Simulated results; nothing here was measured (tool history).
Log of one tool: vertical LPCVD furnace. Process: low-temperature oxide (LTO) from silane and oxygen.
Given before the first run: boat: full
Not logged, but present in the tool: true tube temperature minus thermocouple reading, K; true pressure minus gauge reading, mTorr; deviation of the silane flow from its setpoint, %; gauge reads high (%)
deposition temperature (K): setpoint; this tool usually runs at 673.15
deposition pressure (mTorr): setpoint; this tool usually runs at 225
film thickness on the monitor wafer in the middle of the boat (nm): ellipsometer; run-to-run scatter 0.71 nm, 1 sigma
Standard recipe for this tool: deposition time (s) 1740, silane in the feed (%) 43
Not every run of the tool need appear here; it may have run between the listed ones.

| run | hour | deposition temperature (K) | deposition pressure (mTorr) | deposition time (s) | silane in the feed (%) | wafers since the last listed run | hours since the last temperature calibration | hours since the pressure gauge was zeroed | hours since the silane flow controller was replaced | hours since the gauge calibration | read-back reference wafer on the same gauge, thickness | film thickness on the monitor wafer in the middle of the boat (nm) |
|---|---|---|---|---|---|---|---|---|---|---|---|---|
| 1 | 0 | 673.15 | 185 | 1740 | 43 | 0 | 1976.2 | 4257.6 | 3134.8 | 156.2 | 233.9 | 234.5 |
| 2 | 21.7 | 673.15 | 185 | 1740 | 43 | 308 | 1997.9 | 4279.3 | 3156.5 | 177.9 | 233.88 | 234.17 |
| 3 | 52.5 | 673.15 | 185 | 1740 | 43 | 438 | 2028.7 | 4310.1 | 3187.3 | 208.7 | 233.92 | 235.17 |
| 4 | 71.5 | 673.15 | 225 | 1740 | 43 | 270 | 2047.7 | 4329.1 | 3206.3 | 227.7 | 233.96 | 284.91 |
| 5 | 86.5 | 673.15 | 225 | 1740 | 43 | 213 | 2062.7 | 4344.1 | 3221.3 | 242.7 | 234.05 | 285.29 |
| 6 | 121.4 | 673.15 | 225 | 1740 | 43 | 496 | 2097.6 | 4379 | 3256.2 | 277.6 | 233.93 | 286.03 |
| 7 | 148.4 | 666.15 | 225 | 1740 | 43 | 384 | 2124.6 | 4406 | 3283.2 | 304.6 | 233.93 | 264.5 |
| 8 | 167.1 | 673.15 | 225 | 1500 | 43 | 266 | 2143.3 | 4424.7 | 3301.9 | 323.3 | 234 | 247.38 |
| 9 | 213.2 | 673.15 | 225 | 1500 | 43 | 656 | 2189.4 | 4470.8 | 3348 | 369.4 | 233.91 | 245.31 |
| 10 | 228 | 673.15 | 210 | 1260 | 43 | 210 | 2204.2 | 4485.6 | 3362.8 | 384.2 | 233.92 | 193.12 |
| 11 | 251.9 | 673.15 | 210 | 1260 | 43 | 340 | 2228.1 | 4509.5 | 3386.7 | 408.1 | 233.84 | 193.6 |
| 12 | 278.4 | 673.15 | 210 | 1260 | 43 | 377 | 2254.6 | 4536 | 3413.2 | 434.6 | 233.96 | 194.22 |
| 13 | 297.1 | 673.15 | 225 | 1740 | 49 | 266 | 2273.3 | 4554.7 | 3431.9 | 453.3 | 234.06 | 325.79 |
| 14 | 314.6 | 673.15 | 225 | 1740 | 49 | 249 | 2290.8 | 4572.2 | 3449.4 | 470.8 | 234.05 | 327.41 |
| 15 | 346 | 662.15 | 225 | 2070 | 43 | 447 | 2322.2 | 4603.6 | 3480.8 | 502.2 | 233.88 | 304.46 |
| 16 | 358.6 | 664.15 | 190 | 1740 | 46 | 179 | 2334.8 | 4616.2 | 3493.4 | 514.8 | 234.11 | 236.8 |
| 17 | 375.8 | 673.15 | 225 | 1740 | 43 | 244 | 2352 | 4633.4 | 3510.6 | 532 | 234.06 | 287.37 |
|  | 434.4 | thermocouples replaced and temperature profile calibrated |
| 18 | 475.3 | 667.15 | 225 | 1740 | 43 | 1074 | 40.9 | 4732.9 | 3610.1 | 631.5 | 234.08 | 261.93 |
| 19 | 494.3 | 673.15 | 225 | 1740 | 43 | 270 | 59.9 | 4751.9 | 3629.1 | 650.5 | 234.01 | 280 |
|  | 518.7 | gauge calibrated |
|  | 524.2 | silane flow controller replaced |
| 20 | 524.7 | 673.15 | 195 | 1950 | 43 | 91 | 90.3 | 4782.3 | 0.5 | 6 | 233.98 | 270.67 |
|  | 611.2 | pressure gauge zeroed |
| 21 | 611.7 | 673.15 | 240 | 1530 | 43 | 896 | 177.3 | 0.5 | 87.5 | 93 | 233.97 | 262.31 |
| 22 | 625.3 | 673.15 | 225 | 1740 | 43 | 193 | 190.9 | 14.1 | 101.1 | 106.6 | 233.95 | 279.48 |
| 23 | 641 | 673.15 | 275 | 1740 | 43 | 223 | 206.6 | 29.8 | 116.8 | 122.3 | 234.05 | 341.5 |
| 24 | 667.4 | 668.15 | 275 | 1500 | 43 | 375 | 233 | 56.2 | 143.2 | 148.7 | 234.05 | 278.91 |
| 25 | 682.3 | 681.15 | 225 | 1740 | 46 | 212 | 247.9 | 71.1 | 158.1 | 163.6 | 234.1 | 325.47 |
| 26 | 701.2 | 683.15 | 180 | 2070 | 41 | 269 | 266.8 | 90 | 177 | 182.5 | 233.87 | 280.55 |
| 27 | 715.7 | 673.15 | 185 | 1740 | 36 | 206 | 281.3 | 104.5 | 191.5 | 197 | 233.97 | 185.57 |
| 28 | 732.5 | 666.15 | 265 | 1740 | 43 | 239 | 298.1 | 121.3 | 208.3 | 213.8 | 233.94 | 304.68 |
| 29 | 766.2 | 673.15 | 225 | 1740 | 43 | 479 | 331.8 | 155 | 242 | 247.5 | 234.09 | 278.95 |

Consider 5 possible next runs. They are alternatives, not a sequence: every one starts from the tool as it was left by run 29. What does each give?
| A | 769.8 | 673.15 | 265 | 1740 | 43 | 51 | 335.4 | 158.6 | 245.6 | 251.1 | ? | ? |
| B | 769.8 | 681.15 | 225 | 1740 | 39 | 51 | 335.4 | 158.6 | 245.6 | 251.1 | ? | ? |
| C | 769.8 | 665.15 | 225 | 1740 | 43 | 51 | 335.4 | 158.6 | 245.6 | 251.1 | ? | ? |
| D | 769.8 | 677.15 | 225 | 1920 | 49 | 51 | 335.4 | 158.6 | 245.6 | 251.1 | ? | ? |
| E | 769.8 | 673.15 | 225 | 1920 | 43 | 51 | 335.4 | 158.6 | 245.6 | 251.1 | ? | ? |

| run | read-back reference wafer on the same gauge, thickness | film thickness on the monitor wafer in the middle of the boat (nm) |
|---|---|---|
| A | 233.99 | 328.21 |
| B | 233.99 | 271.61 |
| C | 233.99 | 255.38 |
| D | 233.99 | 364.13 |
| E | 233.99 | 307.5 |
Take away the tool's hidden state, keep each run's random variation, and the runs would have read:
| run | film thickness on the monitor wafer in the middle of the boat (nm) |
|---|---|
| A | 325.37 |
| B | 269.26 |
| C | 253.1 |
| D | 361.17 |
| E | 304.84 |
